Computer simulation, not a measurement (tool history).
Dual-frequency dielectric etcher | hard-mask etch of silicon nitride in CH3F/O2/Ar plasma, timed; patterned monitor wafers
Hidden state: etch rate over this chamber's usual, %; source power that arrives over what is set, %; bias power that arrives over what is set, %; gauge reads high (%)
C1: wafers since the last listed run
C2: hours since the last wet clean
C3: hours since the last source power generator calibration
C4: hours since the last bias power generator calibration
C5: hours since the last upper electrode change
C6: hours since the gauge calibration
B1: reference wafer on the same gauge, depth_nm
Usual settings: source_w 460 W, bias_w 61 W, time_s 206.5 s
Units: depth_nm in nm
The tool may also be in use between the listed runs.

{"run": 1, "hour": 0.0, "source_w": 460, "bias_w": 72, "time_s": 245, "C1": 0, "C2": 350, "C3": 1927.7, "C4": 2901.1, "C5": 2250.5, "C6": 288.5, "B1": 126, "depth_nm": 170.4}
{"run": 2, "hour": 10.9, "source_w": 460, "bias_w": 61, "time_s": 206.5, "C1": 51, "C2": 360.9, "C3": 1938.6, "C4": 2912, "C5": 2261.4, "C6": 299.4, "B1": 125.9, "depth_nm": 137.9}
{"run": 3, "hour": 18.4, "source_w": 460, "bias_w": 61, "time_s": 206.5, "C1": 35, "C2": 368.4, "C3": 1946.1, "C4": 2919.5, "C5": 2268.9, "C6": 306.9, "B1": 126, "depth_nm": 137.4}
{"run": 4, "hour": 62.3, "source_w": 460, "bias_w": 61, "time_s": 206.5, "C1": 206, "C2": 412.3, "C3": 1990, "C4": 2963.4, "C5": 2312.8, "C6": 350.8, "B1": 126.2, "depth_nm": 137.6}
{"hour": 67.7, "done": "bias power generator calibrated"}
{"run": 5, "hour": 76.0, "source_w": 460, "bias_w": 61, "time_s": 206.5, "C1": 45, "C2": 426, "C3": 2003.7, "C4": 8.3, "C5": 2326.5, "C6": 364.5, "B1": 126.1, "depth_nm": 135.4}
{"run": 6, "hour": 87.9, "source_w": 460, "bias_w": 61, "time_s": 160, "C1": 55, "C2": 437.9, "C3": 2015.6, "C4": 20.2, "C5": 2338.4, "C6": 376.4, "B1": 126.1, "depth_nm": 103.9}
{"run": 7, "hour": 102.4, "source_w": 460, "bias_w": 61, "time_s": 160, "C1": 68, "C2": 452.4, "C3": 2030.1, "C4": 34.7, "C5": 2352.9, "C6": 390.9, "B1": 126.3, "depth_nm": 104.8}
{"run": 8, "hour": 113.4, "source_w": 460, "bias_w": 61, "time_s": 206.5, "C1": 51, "C2": 463.4, "C3": 2041.1, "C4": 45.7, "C5": 2363.9, "C6": 401.9, "B1": 125.9, "depth_nm": 134.6}
{"run": 9, "hour": 120.2, "source_w": 460, "bias_w": 61, "time_s": 206.5, "C1": 31, "C2": 470.2, "C3": 2047.9, "C4": 52.5, "C5": 2370.7, "C6": 408.7, "B1": 126, "depth_nm": 135.5}
{"hour": 143.0, "done": "source power generator calibrated"}
{"hour": 144.6, "done": "wet clean of the chamber"}
{"run": 10, "hour": 145.1, "source_w": 460, "bias_w": 61, "time_s": 206.5, "C1": 90, "C2": 0.5, "C3": 2.1, "C4": 77.4, "C5": 2395.6, "C6": 433.6, "B1": 126.1, "depth_nm": 140.6}
{"run": 11, "hour": 145.5, "source_w": 460, "bias_w": 61, "time_s": 206.5, "C1": 1, "C2": 0.9, "C3": 2.5, "C4": 77.8, "C5": 2396, "C6": 434, "B1": 126, "depth_nm": 139.9}
{"run": 12, "hour": 145.9, "source_w": 460, "bias_w": 52, "time_s": 242.5, "C1": 1, "C2": 1.3, "C3": 2.9, "C4": 78.2, "C5": 2396.4, "C6": 434.4, "B1": 126, "depth_nm": 158.2}
{"run": 13, "hour": 157.4, "source_w": 460, "bias_w": 54, "time_s": 206.5, "C1": 54, "C2": 12.8, "C3": 14.4, "C4": 89.7, "C5": 2407.9, "C6": 445.9, "B1": 126.1, "depth_nm": 137.3}
{"hour": 180.5, "done": "gauge calibrated"}
{"hour": 186.1, "done": "upper electrode replaced"}
{"run": 14, "hour": 193.4, "source_w": 390, "bias_w": 46, "time_s": 151.5, "C1": 56, "C2": 48.8, "C3": 50.4, "C4": 125.7, "C5": 7.3, "C6": 12.9, "B1": 126, "depth_nm": 90.5}
{"run": 15, "hour": 200.0, "source_w": 360, "bias_w": 47, "time_s": 240, "C1": 31, "C2": 55.4, "C3": 57, "C4": 132.3, "C5": 13.9, "C6": 19.5, "B1": 125.7, "depth_nm": 139.3}
{"run": 16, "hour": 213.5, "source_w": 570, "bias_w": 65, "time_s": 206.5, "C1": 63, "C2": 68.9, "C3": 70.5, "C4": 145.8, "C5": 27.4, "C6": 33, "B1": 125.7, "depth_nm": 155}
{"run": 17, "hour": 225.0, "source_w": 460, "bias_w": 61, "time_s": 206.5, "C1": 54, "C2": 80.4, "C3": 82, "C4": 157.3, "C5": 38.9, "C6": 44.5, "B1": 126.1, "depth_nm": 139.8}
{"run": 18, "hour": 239.5, "source_w": 370, "bias_w": 61, "time_s": 176.5, "C1": 68, "C2": 94.9, "C3": 96.5, "C4": 171.8, "C5": 53.4, "C6": 59, "B1": 125.8, "depth_nm": 109.5}
{"run": 19, "hour": 257.1, "source_w": 520, "bias_w": 48, "time_s": 170.5, "C1": 82, "C2": 112.5, "C3": 114.1, "C4": 189.4, "C5": 71, "C6": 76.6, "B1": 125.8, "depth_nm": 113.5}
{"run": 20, "hour": 270.7, "source_w": 520, "bias_w": 61, "time_s": 206.5, "C1": 63, "C2": 126.1, "C3": 127.7, "C4": 203, "C5": 84.6, "C6": 90.2, "B1": 125.9, "depth_nm": 145.5}
{"run": 21, "hour": 287.4, "source_w": 570, "bias_w": 61, "time_s": 163, "C1": 78, "C2": 142.8, "C3": 144.4, "C4": 219.7, "C5": 101.3, "C6": 106.9, "B1": 125.8, "depth_nm": 119.1}
{"run": 22, "hour": 305.3, "source_w": 530, "bias_w": 65, "time_s": 190, "C1": 84, "C2": 160.7, "C3": 162.3, "C4": 237.6, "C5": 119.2, "C6": 124.8, "B1": 125.9, "depth_nm": 137.1}
{"run": 23, "hour": 315.3, "source_w": 460, "bias_w": 49, "time_s": 156.5, "C1": 47, "C2": 170.7, "C3": 172.3, "C4": 247.6, "C5": 129.2, "C6": 134.8, "B1": 126, "depth_nm": 99.4}
{"run": 24, "hour": 323.5, "source_w": 460, "bias_w": 61, "time_s": 206.5, "C1": 38, "C2": 178.9, "C3": 180.5, "C4": 255.8, "C5": 137.4, "C6": 143, "B1": 125.9, "depth_nm": 138.7}
{"run": 25, "hour": 333.3, "source_w": 460, "bias_w": 69, "time_s": 206.5, "C1": 46, "C2": 188.7, "C3": 190.3, "C4": 265.6, "C5": 147.2, "C6": 152.8, "B1": 126, "depth_nm": 142.9}
{"run": 26, "hour": 345.6, "source_w": 460, "bias_w": 73, "time_s": 152, "C1": 57, "C2": 201, "C3": 202.6, "C4": 277.9, "C5": 159.5, "C6": 165.1, "B1": 126.2, "depth_nm": 106.8}
{"run": 27, "hour": 356.8, "source_w": 400, "bias_w": 61, "time_s": 189, "C1": 52, "C2": 212.2, "C3": 213.8, "C4": 289.1, "C5": 170.7, "C6": 176.3, "B1": 126, "depth_nm": 118.6}
{"run": 28, "hour": 370.7, "source_w": 460, "bias_w": 61, "time_s": 206.5, "C1": 65, "C2": 226.1, "C3": 227.7, "C4": 303, "C5": 184.6, "C6": 190.2, "B1": 126, "depth_nm": 137.5}
{"run": 29, "hour": 383.8, "source_w": 460, "bias_w": 61, "time_s": 160, "C1": 61, "C2": 239.2, "C3": 240.8, "C4": 316.1, "C5": 197.7, "C6": 203.3, "B1": 126.2, "depth_nm": 106.9}

Forecast each of these 5 alternatives for the next run:
{"run": "A", "hour": 384.3, "source_w": 460, "bias_w": 56, "time_s": 206.5, "C1": 2, "C2": 239.7, "C3": 241.3, "C4": 316.6, "C5": 198.2, "C6": 203.8, "B1": "?", "depth_nm": "?"}
{"run": "B", "hour": 384.3, "source_w": 400, "bias_w": 48, "time_s": 238.5, "C1": 2, "C2": 239.7, "C3": 241.3, "C4": 316.6, "C5": 198.2, "C6": 203.8, "B1": "?", "depth_nm": "?"}
{"run": "C", "hour": 384.3, "source_w": 460, "bias_w": 66, "time_s": 206.5, "C1": 2, "C2": 239.7, "C3": 241.3, "C4": 316.6, "C5": 198.2, "C6": 203.8, "B1": "?", "depth_nm": "?"}
{"run": "D", "hour": 384.3, "source_w": 510, "bias_w": 61, "time_s": 206.5, "C1": 2, "C2": 239.7, "C3": 241.3, "C4": 316.6, "C5": 198.2, "C6": 203.8, "B1": "?", "depth_nm": "?"}
{"run": "E", "hour": 384.3, "source_w": 550, "bias_w": 61, "time_s": 206.5, "C1": 2, "C2": 239.7, "C3": 241.3, "C4": 316.6, "C5": 198.2, "C6": 203.8, "B1": "?", "depth_nm": "?"}

run=A B1=126.2 depth_nm=135.3
run=B B1=126.2 depth_nm=142.7
run=C B1=126.2 depth_nm=141
run=D B1=126.2 depth_nm=143.8
run=E B1=126.2 depth_nm=148.1
Without the tool's hidden state the same runs would have given:
run=A depth_nm=138.8
run=B depth_nm=146.4
run=C depth_nm=144.7
run=D depth_nm=147.6
run=E depth_nm=152
